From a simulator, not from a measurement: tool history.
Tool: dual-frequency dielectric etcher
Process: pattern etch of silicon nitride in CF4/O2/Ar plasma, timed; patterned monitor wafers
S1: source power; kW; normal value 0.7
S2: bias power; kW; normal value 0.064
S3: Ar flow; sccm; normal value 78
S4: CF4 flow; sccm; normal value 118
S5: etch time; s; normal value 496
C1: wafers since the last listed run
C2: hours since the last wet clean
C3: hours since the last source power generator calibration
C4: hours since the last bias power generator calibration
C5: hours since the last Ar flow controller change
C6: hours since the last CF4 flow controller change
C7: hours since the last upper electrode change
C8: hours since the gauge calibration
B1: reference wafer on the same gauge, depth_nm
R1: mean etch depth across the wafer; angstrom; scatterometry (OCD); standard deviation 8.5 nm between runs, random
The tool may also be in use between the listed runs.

run	hour	S1	S2	S3	S4	S5	C1	C2	C3	C4	C5	C6	C7	C8	B1	R1
1	0	0.7	0.064	78	118	496	0	640.3	1774.2	2298.5	2630.9	3409	2867	109.2	1579.7	16173
# hour 74.7: wet clean of the chamber
2	81.9	0.7	0.078	78	147	496	210	7.2	1856.1	2380.4	2712.8	3490.9	2948.9	191.1	1582.2	17528
3	166.4	0.7	0.057	78	127	496	307	91.7	1940.6	2464.9	2797.3	3575.4	3033.4	275.6	1578	15724
# hour 175: Ar flow controller replaced
4	252.6	0.7	0.064	78	118	496	292	177.9	2026.8	2551.1	77.6	3661.6	3119.6	361.8	1580.3	16033
# hour 318: upper electrode replaced
5	339.6	0.7	0.064	78	118	496	229	264.9	2113.8	2638.1	164.6	3748.6	21.6	448.8	1578.8	16121
6	428	0.7	0.064	78	118	496	322	353.3	2202.2	2726.5	253	3837	110	537.2	1578	16101
7	475.4	0.7	0.064	78	118	496	172	400.7	2249.6	2773.9	300.4	3884.4	157.4	584.6	1583.3	15964
# hour 503.8: CF4 flow controller replaced
8	576.1	0.84	0.076	78	118	496	344	501.4	2350.3	2874.6	401.1	72.3	258.1	685.3	1579.7	18442
# hour 603.4: source power generator calibrated
# hour 731: wet clean of the chamber
# hour 798.2: bias power generator calibrated
9	854	0.7	0.056	78	118	496	895	123	250.6	55.8	679	350.2	536	963.2	1577.2	15477
10	894.4	0.7	0.072	78	118	606	147	163.4	291	96.2	719.4	390.6	576.4	1003.6	1582.1	20457
11	965.2	0.7	0.064	62	118	416.5	257	234.2	361.8	167	790.2	461.4	647.2	1074.4	1577	14050
12	1045.3	0.7	0.064	78	118	496	291	314.3	441.9	247.1	870.3	541.5	727.3	1154.5	1578.9	15995
13	1112.1	0.7	0.064	78	118	496	243	381.1	508.7	313.9	937.1	608.3	794.1	1221.3	1577.5	16003
14	1155	0.7	0.064	78	118	496	156	424	551.6	356.8	980	651.2	837	1264.2	1579.5	16040
15	1208.3	0.7	0.056	89	131	566	194	477.3	604.9	410.1	1033.3	704.5	890.3	1317.5	1579.1	17581
# hour 1303.9: wet clean of the chamber
16	1304.4	0.7	0.064	78	118	496	262	0.5	701	506.2	1129.4	800.6	986.4	1413.6	1582.4	16170
17	1372.2	0.7	0.059	78	137	437	246	68.3	768.8	574	1197.2	868.4	1054.2	1481.4	1579.5	13908
18	1459.9	0.7	0.057	89	118	496	319	156	856.5	661.7	1284.9	956.1	1141.9	1569.1	1580.4	15303
19	1526.7	0.6	0.077	59	118	496	243	222.8	923.3	728.5	1351.7	1022.9	1208.7	1635.9	1579.4	16647
20	1627	0.7	0.064	85	102	362.5	365	323.1	1023.6	828.8	1452	1123.2	1309	1736.2	1577.5	11466

Below are 5 alternative next runs, each starting from the tool's condition after run 20. Predict each:
A	1627.6	0.7	0.064	78	118	496	2	323.7	1024.2	829.4	1452.6	1123.8	1309.6	1736.8	?	?
B	1627.6	0.7	0.064	78	105	496	2	323.7	1024.2	829.4	1452.6	1123.8	1309.6	1736.8	?	?
C	1627.6	0.7	0.064	78	118	635	2	323.7	1024.2	829.4	1452.6	1123.8	1309.6	1736.8	?	?
D	1627.6	0.7	0.064	94	138	496	2	323.7	1024.2	829.4	1452.6	1123.8	1309.6	1736.8	?	?
E	1627.6	0.7	0.064	78	101	496	2	323.7	1024.2	829.4	1452.6	1123.8	1309.6	1736.8	?	?

run	B1	R1
A	1579.5	16063
B	1579.5	15889
C	1579.5	20565
D	1579.5	15842
E	1579.5	15830
Without the tool's unlogged condition, the same runs would have read:
run	R1
A	16063
B	15889
C	20565
D	15842
E	15830

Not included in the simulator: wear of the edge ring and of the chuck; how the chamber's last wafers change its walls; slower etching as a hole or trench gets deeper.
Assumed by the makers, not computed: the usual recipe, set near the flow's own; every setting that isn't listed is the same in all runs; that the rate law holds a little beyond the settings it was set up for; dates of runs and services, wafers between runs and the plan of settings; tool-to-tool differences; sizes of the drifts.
